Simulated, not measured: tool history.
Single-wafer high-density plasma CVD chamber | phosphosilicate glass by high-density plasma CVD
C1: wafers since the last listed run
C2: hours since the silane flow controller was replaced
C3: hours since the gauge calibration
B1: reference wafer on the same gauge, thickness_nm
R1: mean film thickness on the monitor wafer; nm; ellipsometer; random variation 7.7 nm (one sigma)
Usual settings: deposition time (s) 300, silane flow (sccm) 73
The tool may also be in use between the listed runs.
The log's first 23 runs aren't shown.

{"run": 24, "hour": 1079.7, "deposition time (s)": 339, "silane flow (sccm)": 82, "C1": 402, "C2": 3525.7, "C3": 784.7, "B1": 2086.964, "R1": 2787.2}
{"hour": 1134.2, "done": "gauge calibrated"}
{"run": 25, "hour": 1138.5, "deposition time (s)": 267, "silane flow (sccm)": 85, "C1": 457, "C2": 3584.5, "C3": 4.3, "B1": 2091.535, "R1": 2277.921}
{"run": 26, "hour": 1192.3, "deposition time (s)": 249, "silane flow (sccm)": 73, "C1": 418, "C2": 3638.3, "C3": 58.1, "B1": 2090.524, "R1": 1825.572}
{"run": 27, "hour": 1235.9, "deposition time (s)": 300, "silane flow (sccm)": 73, "C1": 339, "C2": 3681.9, "C3": 101.7, "B1": 2090.277, "R1": 2190.578}
{"run": 28, "hour": 1295.6, "deposition time (s)": 324, "silane flow (sccm)": 73, "C1": 464, "C2": 3741.6, "C3": 161.4, "B1": 2090.553, "R1": 2376.84}
{"hour": 1336.3, "done": "silane flow controller replaced"}
{"run": 29, "hour": 1344.6, "deposition time (s)": 283, "silane flow (sccm)": 73, "C1": 318, "C2": 8.3, "C3": 210.4, "B1": 2092.379, "R1": 1962.173}
{"run": 30, "hour": 1414.7, "deposition time (s)": 331, "silane flow (sccm)": 78, "C1": 545, "C2": 78.4, "C3": 280.5, "B1": 2087.943, "R1": 2465.234}
{"run": 31, "hour": 1449.8, "deposition time (s)": 261, "silane flow (sccm)": 63, "C1": 272, "C2": 113.5, "C3": 315.6, "B1": 2089.93, "R1": 1568.559}
{"run": 32, "hour": 1645.2, "deposition time (s)": 281, "silane flow (sccm)": 78, "C1": 1519, "C2": 308.9, "C3": 511.0, "B1": 2087.224, "R1": 2090.08}
{"run": 33, "hour": 1756.4, "deposition time (s)": 300, "silane flow (sccm)": 73, "C1": 864, "C2": 420.1, "C3": 622.2, "B1": 2093.001, "R1": 2092.419}

Forecast each of these 3 alternatives for the next run:
{"run": "A", "hour": 1756.9, "deposition time (s)": 300, "silane flow (sccm)": 73, "C1": 3, "C2": 420.6, "C3": 622.7, "B1": "?", "R1": "?"}
{"run": "B", "hour": 1756.9, "deposition time (s)": 300, "silane flow (sccm)": 67, "C1": 3, "C2": 420.6, "C3": 622.7, "B1": "?", "R1": "?"}
{"run": "C", "hour": 1756.9, "deposition time (s)": 279, "silane flow (sccm)": 73, "C1": 3, "C2": 420.6, "C3": 622.7, "B1": "?", "R1": "?"}

run=A B1=2091.370 R1=2094.293
run=B B1=2091.370 R1=1922.159
run=C B1=2091.370 R1=1947.692
Without the tool's hidden state the same runs would have given:
run=A R1=2068.202
run=B R1=1898.212
run=C R1=1923.427
